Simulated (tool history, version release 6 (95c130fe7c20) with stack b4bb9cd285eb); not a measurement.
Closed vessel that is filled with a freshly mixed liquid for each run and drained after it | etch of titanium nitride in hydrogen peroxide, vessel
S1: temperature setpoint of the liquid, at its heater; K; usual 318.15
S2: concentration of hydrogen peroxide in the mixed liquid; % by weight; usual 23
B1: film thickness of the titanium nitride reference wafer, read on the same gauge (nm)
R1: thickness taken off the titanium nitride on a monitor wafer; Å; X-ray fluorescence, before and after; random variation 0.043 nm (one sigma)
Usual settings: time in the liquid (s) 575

{"run": 1, "hour": 0.0, "S1": 318.15, "S2": 23, "time in the liquid (s)": 480, "B1": 130.02, "R1": 106.9}
{"hour": 23.1, "done": "new drum of peroxide connected"}
{"run": 2, "hour": 69.5, "S1": 318.15, "S2": 23, "time in the liquid (s)": 480, "B1": 130, "R1": 106.6}
{"run": 3, "hour": 91.1, "S1": 318.15, "S2": 23, "time in the liquid (s)": 575, "B1": 130, "R1": 127.8}
{"run": 4, "hour": 121.3, "S1": 318.15, "S2": 23, "time in the liquid (s)": 575, "B1": 129.97, "R1": 128.1}
{"run": 5, "hour": 141.8, "S1": 318.15, "S2": 23, "time in the liquid (s)": 575, "B1": 129.98, "R1": 127.7}
{"run": 6, "hour": 160.0, "S1": 318.15, "S2": 23, "time in the liquid (s)": 575, "B1": 130.03, "R1": 128.4}
{"run": 7, "hour": 195.7, "S1": 322.65, "S2": 23, "time in the liquid (s)": 575, "B1": 129.98, "R1": 177.5}
{"run": 8, "hour": 217.6, "S1": 322.65, "S2": 23, "time in the liquid (s)": 575, "B1": 129.99, "R1": 178.4}
{"run": 9, "hour": 278.6, "S1": 318.15, "S2": 23, "time in the liquid (s)": 575, "B1": 129.99, "R1": 128.6}
{"hour": 286.8, "done": "peroxide flow meter replaced"}
{"run": 10, "hour": 296.5, "S1": 318.15, "S2": 23, "time in the liquid (s)": 575, "B1": 130.02, "R1": 129.5}
{"run": 11, "hour": 321.7, "S1": 318.15, "S2": 23, "time in the liquid (s)": 430, "B1": 130.01, "R1": 96.6}
{"run": 12, "hour": 337.5, "S1": 318.15, "S2": 23, "time in the liquid (s)": 575, "B1": 129.99, "R1": 129.2}
{"hour": 388.3, "done": "gauge calibrated"}
{"run": 13, "hour": 427.8, "S1": 318.15, "S2": 23, "time in the liquid (s)": 575, "B1": 130, "R1": 129.9}
{"hour": 443.6, "done": "peroxide flow meter replaced, repeated, since the last time left the tool worse"}
{"run": 14, "hour": 462.8, "S1": 318.15, "S2": 23, "time in the liquid (s)": 575, "B1": 130, "R1": 126.2}
{"hour": 470.5, "done": "thermometer replaced"}
{"run": 15, "hour": 494.4, "S1": 326.15, "S2": 18.5, "time in the liquid (s)": 845, "B1": 130.02, "R1": 315.7}
{"run": 16, "hour": 510.3, "S1": 310.65, "S2": 23, "time in the liquid (s)": 575, "B1": 130.02, "R1": 71}
{"run": 17, "hour": 530.5, "S1": 325.65, "S2": 28, "time in the liquid (s)": 675, "B1": 130.02, "R1": 265.8}
{"run": 18, "hour": 591.2, "S1": 327.65, "S2": 20, "time in the liquid (s)": 360, "B1": 130, "R1": 153.5}
{"hour": 600.3, "done": "new drum of peroxide connected"}
{"run": 19, "hour": 625.0, "S1": 318.15, "S2": 23, "time in the liquid (s)": 575, "B1": 130, "R1": 127}
{"run": 20, "hour": 655.6, "S1": 323.15, "S2": 27, "time in the liquid (s)": 300, "B1": 129.98, "R1": 98.3}
{"run": 21, "hour": 691.1, "S1": 318.15, "S2": 17.5, "time in the liquid (s)": 415, "B1": 129.99, "R1": 85.7}
{"run": 22, "hour": 713.4, "S1": 318.15, "S2": 18.5, "time in the liquid (s)": 575, "B1": 129.99, "R1": 120.3}
{"run": 23, "hour": 741.0, "S1": 324.65, "S2": 29.5, "time in the liquid (s)": 400, "B1": 130.01, "R1": 149.5}
{"run": 24, "hour": 768.5, "S1": 311.65, "S2": 23, "time in the liquid (s)": 235, "B1": 130.02, "R1": 31.4}
{"run": 25, "hour": 786.3, "S1": 323.65, "S2": 27.5, "time in the liquid (s)": 795, "B1": 129.97, "R1": 271.4}
{"run": 26, "hour": 799.0, "S1": 318.15, "S2": 23, "time in the liquid (s)": 575, "B1": 130.02, "R1": 126.9}
{"run": 27, "hour": 813.9, "S1": 318.15, "S2": 23, "time in the liquid (s)": 575, "B1": 130.01, "R1": 126.3}
{"run": 28, "hour": 829.0, "S1": 322.65, "S2": 23, "time in the liquid (s)": 575, "B1": 130.02, "R1": 176.3}

5 ways to go on from here, each from the tool as it stands after run 28. What would each give?
{"run": "A", "hour": 829.8, "S1": 318.15, "S2": 23, "time in the liquid (s)": 830, "B1": "?", "R1": "?"}
{"run": "B", "hour": 829.8, "S1": 313.65, "S2": 20, "time in the liquid (s)": 575, "B1": "?", "R1": "?"}
{"run": "C", "hour": 829.8, "S1": 313.65, "S2": 17.5, "time in the liquid (s)": 845, "B1": "?", "R1": "?"}
{"run": "D", "hour": 829.8, "S1": 310.15, "S2": 21, "time in the liquid (s)": 575, "B1": "?", "R1": "?"}
{"run": "E", "hour": 829.8, "S1": 314.65, "S2": 26, "time in the liquid (s)": 915, "B1": "?", "R1": "?"}

run=A B1=130.01 R1=181.9
run=B B1=130.01 R1=87
run=C B1=130.01 R1=124.3
run=D B1=130.01 R1=67
run=E B1=130.01 R1=158.2
Without the tool's hidden state the same runs would have given:
run=A R1=180.7
run=B R1=86.5
run=C R1=123.5
run=D R1=66.6
run=E R1=157.2
